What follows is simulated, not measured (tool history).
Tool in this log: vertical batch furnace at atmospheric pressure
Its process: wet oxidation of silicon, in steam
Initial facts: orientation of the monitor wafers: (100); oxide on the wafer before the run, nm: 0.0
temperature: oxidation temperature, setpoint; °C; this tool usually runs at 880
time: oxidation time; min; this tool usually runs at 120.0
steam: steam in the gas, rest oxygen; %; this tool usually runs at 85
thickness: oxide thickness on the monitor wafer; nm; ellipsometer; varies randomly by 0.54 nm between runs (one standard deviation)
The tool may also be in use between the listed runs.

run    hour  temperature   time  steam  wafers since the last listed run  hours since the last temperature calibration  hours since the steam generator was serviced  hours since the gauge calibration  read-back reference wafer on the same gauge, thickness  thickness
  1     0.0          880  143.0     85                                 0                                        4194.0                                        2085.0                              557.5                                                  215.16     233.63
  2    62.5          880  143.0     85                               946                                        4256.5                                        2147.5                              620.0                                                  215.04     232.93
  3   101.3          880  143.0     85                               587                                        4295.3                                        2186.3                              658.8                                                  214.97     232.92
  4   174.3          880  120.0     85                              1105                                        4368.3                                        2259.3                              731.8                                                  214.94     199.99
  5   222.9          880  120.0     85                               735                                        4416.9                                        2307.9                              780.4                                                  215.06     199.71
  6   292.6          880  120.0     85                              1055                                        4486.6                                        2377.6                              850.1                                                  215.21     198.97
  7   387.2          880  120.0     85                              1432                                        4581.2                                        2472.2                              944.7                                                  214.86     198.03
  8   487.3          880  120.0     85                              1515                                        4681.3                                        2572.3                             1044.8                                                  215.17     198.59
  9   563.2          880  120.0     85                              1148                                        4757.2                                        2648.2                             1120.7                                                  215.10     197.39
 10   642.7          880  157.0     82                              1203                                        4836.7                                        2727.7                             1200.2                                                  214.62     241.18
      728.6  -- steam generator serviced
 11   729.1          866   83.5     88                               944                                        4923.1                                           0.5                             1286.6                                                  214.83     112.13
 12   787.1          861  120.0     85                               877                                        4981.1                                          58.5                             1344.6                                                  215.01     140.62
 13   841.1          904  154.0     90                               817                                        5035.1                                         112.5                             1398.6                                                  215.15     341.01
 14   897.2          871   91.5     90                               849                                        5091.2                                         168.6                             1454.7                                                  215.12     136.07
 15   980.4          880  120.0     85                              1259                                        5174.4                                         251.8                             1537.9                                                  214.82     190.25
     1019.3  -- gauge calibrated
     1031.2  -- thermocouples replaced and temperature profile calibrated
     1045.3  -- steam generator serviced, repeated, since the last time left the tool worse
 16  1059.5          880  120.0     85                               620                                          28.3                                          14.2                               40.2                                                  214.92     204.80
 17  1130.8          880  156.0     78                              1079                                          99.6                                          85.5                              111.5                                                  215.19     239.59
 18  1188.5          892  174.5     74                               873                                         157.3                                         143.2                              169.2                                                  214.92     298.47
 19  1295.4          864   95.0     85                              1618                                         264.2                                         250.1                              276.1                                                  214.88     128.77
 20  1375.9          880  160.5     85                              1218                                         344.7                                         330.6                              356.6                                                  214.84     265.01
 21  1436.0          857  177.5     93                               909                                         404.8                                         390.7                              416.7                                                  214.86     222.00

Each run again, without the hidden state but with its own random variation kept:
The hidden state here: true tube temperature minus thermocouple reading, K; steam share off its setpoint, % of the setpoint; gauge reads high (%).
run  thickness
  1     239.47
  2     239.09
  3     239.30
  4     205.91
  5     205.88
  6     205.49
  7     205.03
  8     206.19
  9     205.39
 10     251.34
 11     121.66
 12     152.45
 13     365.87
 14     147.48
 15     205.69
 16     205.27
 17     240.14
 18     299.15
 19     129.13
 20     265.76
 21     222.70
